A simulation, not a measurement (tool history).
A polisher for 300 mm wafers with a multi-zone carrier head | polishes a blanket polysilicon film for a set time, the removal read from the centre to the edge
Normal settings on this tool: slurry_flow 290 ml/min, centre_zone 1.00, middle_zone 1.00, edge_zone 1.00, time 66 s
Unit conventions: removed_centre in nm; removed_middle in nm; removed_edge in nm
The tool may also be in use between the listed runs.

run	hour	slurry_flow	centre_zone	middle_zone	edge_zone	time	wafers since the last listed run	wafers polished on this pad	hours since the slurry nozzle was cleaned	hours since the centre zone pressure was calibrated	hours since the edge zone pressure was calibrated	hours since the carrier head's membrane was replaced	incoming thickness of the incoming film, nm	removed_centre	removed_middle	removed_edge
1	0.0	290	1.00	1.00	1.00	60	0	179	35.8	1191.9	472.9	1732.4	1860.6	359.3	414.2	415.0
2	16.7	290	1.00	1.00	1.00	86	159	338	52.5	1208.6	489.6	1749.1	1883.6	529.2	589.2	596.9
3	30.2	290	1.00	1.00	1.00	66	128	467	66.0	1222.1	503.1	1762.6	1837.7	402.7	447.1	439.7
4	40.8	290	1.00	1.00	1.00	66	101	568	76.6	1232.7	513.7	1773.2	1844.4	419.8	451.5	458.2
# hour 58.6: edge zone pressure recalibrated
5	80.8	290	1.00	1.00	1.00	66	362	931	116.6	1272.7	22.2	1813.2	1827.3	407.2	449.4	451.2
6	90.5	290	1.00	1.00	1.00	66	92	1024	126.3	1282.4	31.9	1822.9	1855.6	400.0	457.4	452.3
# hour 109.9: worn pad replaced by a new one
7	110.4	230	0.93	1.00	1.00	83	151	4	146.2	1302.3	51.8	1842.8	1835.3	450.6	563.1	564.8
8	117.6	265	1.00	1.00	0.92	66	68	73	153.4	1309.5	59.0	1850.0	1820.1	397.3	452.1	440.8
# hour 139.4: centre zone pressure recalibrated
9	148.6	290	1.00	0.91	1.00	66	276	350	184.4	9.2	90.0	1881.0	1862.0	444.0	416.8	459.6
10	165.3	290	1.00	1.00	1.00	66	159	509	201.1	25.9	106.7	1897.7	1864.5	448.3	450.7	450.3
11	181.9	290	1.00	1.00	1.06	78	158	668	217.7	42.5	123.3	1914.3	1853.3	523.0	527.5	548.0
# hour 188.3: carrier head's membrane replaced by a new one
12	191.4	290	1.08	1.00	1.00	66	42	710	227.2	52.0	132.8	3.1	1860.0	482.5	445.7	451.8
13	203.8	290	1.05	1.07	1.00	66	118	829	239.6	64.4	145.2	15.5	1844.0	469.9	469.2	448.1
14	210.8	290	1.00	1.00	1.00	66	66	896	246.6	71.4	152.2	22.5	1808.9	454.6	449.3	444.0
15	224.1	290	1.00	1.00	1.00	66	126	1023	259.9	84.7	165.5	35.8	1848.8	445.0	443.4	462.0
# hour 233.9: worn pad replaced by a new one
16	237.2	290	1.00	1.00	1.08	66	86	31	273.0	97.8	178.6	48.9	1888.1	427.3	438.1	467.7
17	252.7	290	1.00	1.00	1.00	79	148	179	288.5	113.3	194.1	64.4	1857.1	519.7	531.3	545.9
18	270.4	290	1.00	1.00	0.97	66	169	348	306.2	131.0	211.8	82.1	1834.3	438.0	454.8	439.7
19	278.5	290	1.00	1.00	1.00	66	77	425	314.3	139.1	219.9	90.2	1862.1	449.0	449.6	451.1
20	285.6	355	1.00	1.09	1.00	66	67	493	321.4	146.2	227.0	97.3	1835.4	448.9	479.4	458.5
21	301.9	290	1.00	0.91	1.09	66	155	648	337.7	162.5	243.3	113.6	1876.7	443.1	411.0	457.6
22	318.4	290	1.12	1.00	1.05	77	157	806	354.2	179.0	259.8	130.1	1840.4	580.4	531.9	539.5
23	332.2	290	1.12	1.00	1.00	45	131	938	368.0	192.8	273.6	143.9	1860.8	337.4	305.1	309.1

Consider 3 possible next runs. They are alternatives, not a sequence: every one starts from the tool as it was left by run 23. What does each give?
A	332.6	290	1.00	1.04	1.00	66	3	942	368.4	193.2	274.0	144.3	1872.9	?	?	?
B	332.6	290	1.00	1.08	0.89	66	3	942	368.4	193.2	274.0	144.3	1872.9	?	?	?
C	332.6	350	1.00	1.03	0.92	74	3	942	368.4	193.2	274.0	144.3	1872.9	?	?	?

run	removed_centre	removed_middle	removed_edge
A	445.4	460.7	461.4
B	445.5	475.8	436.6
C	506.6	519.1	502.4
With no hidden state in the tool, these same runs would have given:
run	removed_centre	removed_middle	removed_edge
A	450.0	460.6	461.4
B	450.1	475.8	436.6
C	511.8	519.1	502.4
